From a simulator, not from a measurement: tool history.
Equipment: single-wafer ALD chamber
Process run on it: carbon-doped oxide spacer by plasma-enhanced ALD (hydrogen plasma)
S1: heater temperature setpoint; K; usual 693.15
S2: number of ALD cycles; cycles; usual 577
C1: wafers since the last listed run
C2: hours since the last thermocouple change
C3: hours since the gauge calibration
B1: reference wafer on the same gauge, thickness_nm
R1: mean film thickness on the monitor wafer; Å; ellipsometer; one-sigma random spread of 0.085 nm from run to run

| run | hour | S1 | S2 | C1 | C2 | C3 | B1 | R1 |
|---|---|---|---|---|---|---|---|---|
| 1 | 0 | 693.15 | 577 | 0 | 611.7 | 752.5 | 21.491 | 270.36 |
| 2 | 87.9 | 698.15 | 486 | 44 | 699.6 | 840.4 | 21.497 | 223.82 |
| 3 | 126.1 | 693.15 | 577 | 19 | 737.8 | 878.6 | 21.501 | 270.21 |
| 4 | 294.1 | 693.15 | 577 | 84 | 905.8 | 1046.6 | 21.496 | 270.87 |
| 5 | 325.6 | 693.15 | 577 | 15 | 937.3 | 1078.1 | 21.493 | 271.15 |
| 6 | 371 | 689.15 | 531 | 22 | 982.7 | 1123.5 | 21.503 | 253.05 |
| 7 | 416 | 693.15 | 620 | 22 | 1027.7 | 1168.5 | 21.51 | 290.7 |
| 8 | 487.8 | 693.15 | 620 | 36 | 1099.5 | 1240.3 | 21.499 | 290.7 |
| 9 | 522.3 | 693.15 | 577 | 17 | 1134 | 1274.8 | 21.507 | 272.27 |
| 10 | 566.2 | 693.15 | 577 | 22 | 1177.9 | 1318.7 | 21.497 | 270.26 |
| 11 | 618 | 693.15 | 577 | 26 | 1229.7 | 1370.5 | 21.494 | 271.6 |
| 12 | 652.5 | 693.15 | 577 | 17 | 1264.2 | 1405 | 21.508 | 271.39 |
| 13 | 680.1 | 693.15 | 645 | 13 | 1291.8 | 1432.6 | 21.508 | 302.63 |
| 14 | 716.3 | 693.15 | 645 | 18 | 1328 | 1468.8 | 21.493 | 303.59 |
| 15 | 746.7 | 693.15 | 577 | 15 | 1358.4 | 1499.2 | 21.506 | 271.54 |
| 16 | 797.2 | 682.15 | 632 | 25 | 1408.9 | 1549.7 | 21.508 | 308.16 |
| 17 | 839.1 | 682.15 | 632 | 21 | 1450.8 | 1591.6 | 21.494 | 308.54 |
| 18 | 893.4 | 682.15 | 632 | 27 | 1505.1 | 1645.9 | 21.493 | 306.18 |
| 19 | 963.8 | 693.15 | 577 | 35 | 1575.5 | 1716.3 | 21.506 | 271.88 |
| 20 | 1024.3 | 693.15 | 577 | 30 | 1636 | 1776.8 | 21.508 | 272.73 |
|  | 1058.8 | gauge calibrated |
| 21 | 1091.2 | 693.15 | 577 | 33 | 1702.9 | 32.4 | 21.483 | 271.12 |
| 22 | 1129.6 | 679.15 | 465 | 19 | 1741.3 | 70.8 | 21.498 | 228.21 |
| 23 | 1188.5 | 681.15 | 577 | 29 | 1800.2 | 129.7 | 21.497 | 281.33 |
| 24 | 1234.9 | 697.15 | 517 | 23 | 1846.6 | 176.1 | 21.516 | 240.04 |
| 25 | 1273.8 | 693.15 | 577 | 19 | 1885.5 | 215 | 21.5 | 272.02 |
| 26 | 1313.2 | 698.15 | 492 | 19 | 1924.9 | 254.4 | 21.496 | 227.94 |
| 27 | 1348.7 | 689.15 | 505 | 17 | 1960.4 | 289.9 | 21.5 | 241.02 |
| 28 | 1391.6 | 693.15 | 577 | 21 | 2003.3 | 332.8 | 21.502 | 274.1 |
| 29 | 1440.6 | 693.15 | 577 | 24 | 2052.3 | 381.8 | 21.496 | 272.55 |
| 30 | 1502.3 | 693.15 | 521 | 31 | 2114 | 443.5 | 21.5 | 245.13 |
| 31 | 1567.8 | 693.15 | 577 | 32 | 2179.5 | 509 | 21.5 | 272.74 |
| 32 | 1594.4 | 693.15 | 661 | 13 | 2206.1 | 535.6 | 21.496 | 312.78 |
| 33 | 1666 | 697.15 | 492 | 36 | 2277.7 | 607.2 | 21.504 | 229.74 |
| 34 | 1691.7 | 693.15 | 577 | 12 | 2303.4 | 632.9 | 21.498 | 273.43 |
| 35 | 1750 | 684.15 | 609 | 29 | 2361.7 | 691.2 | 21.511 | 296.77 |
| 36 | 1792.4 | 683.15 | 671 | 21 | 2404.1 | 733.6 | 21.515 | 327.8 |
|  | 1869.5 | thermocouple changed; heater temperature recalibrated |
| 37 | 1941.6 | 693.15 | 467 | 71 | 72.1 | 882.8 | 21.507 | 216.97 |
| 38 | 2153.9 | 697.15 | 512 | 106 | 284.4 | 1095.1 | 21.505 | 235.88 |
| 39 | 2204.2 | 707.15 | 490 | 25 | 334.7 | 1145.4 | 21.507 | 217.83 |
| 40 | 2276.2 | 693.15 | 577 | 36 | 406.7 | 1217.4 | 21.492 | 269.24 |
| 41 | 2333.2 | 693.15 | 621 | 28 | 463.7 | 1274.4 | 21.508 | 290.38 |
| 42 | 2366.8 | 700.15 | 577 | 16 | 497.3 | 1308 | 21.489 | 263.04 |

What if the next run were any one of these 5? Each begins from the tool's condition after run 42:
| A | 2368.1 | 682.15 | 577 | 0 | 498.6 | 1309.3 | ? | ? |
| B | 2368.1 | 693.15 | 496 | 0 | 498.6 | 1309.3 | ? | ? |
| C | 2368.1 | 681.15 | 481 | 0 | 498.6 | 1309.3 | ? | ? |
| D | 2368.1 | 683.15 | 577 | 0 | 498.6 | 1309.3 | ? | ? |
| E | 2368.1 | 679.15 | 659 | 0 | 498.6 | 1309.3 | ? | ? |

| run | B1 | R1 |
|---|---|---|
| A | 21.5 | 279.2 |
| B | 21.5 | 231.88 |
| C | 21.5 | 233.46 |
| D | 21.5 | 278.34 |
| E | 21.5 | 321.82 |
Had the tool no hidden state, the same runs would have come out as:
| run | R1 |
|---|---|
| A | 278.45 |
| B | 231.24 |
| C | 232.84 |
| D | 277.59 |
| E | 320.97 |
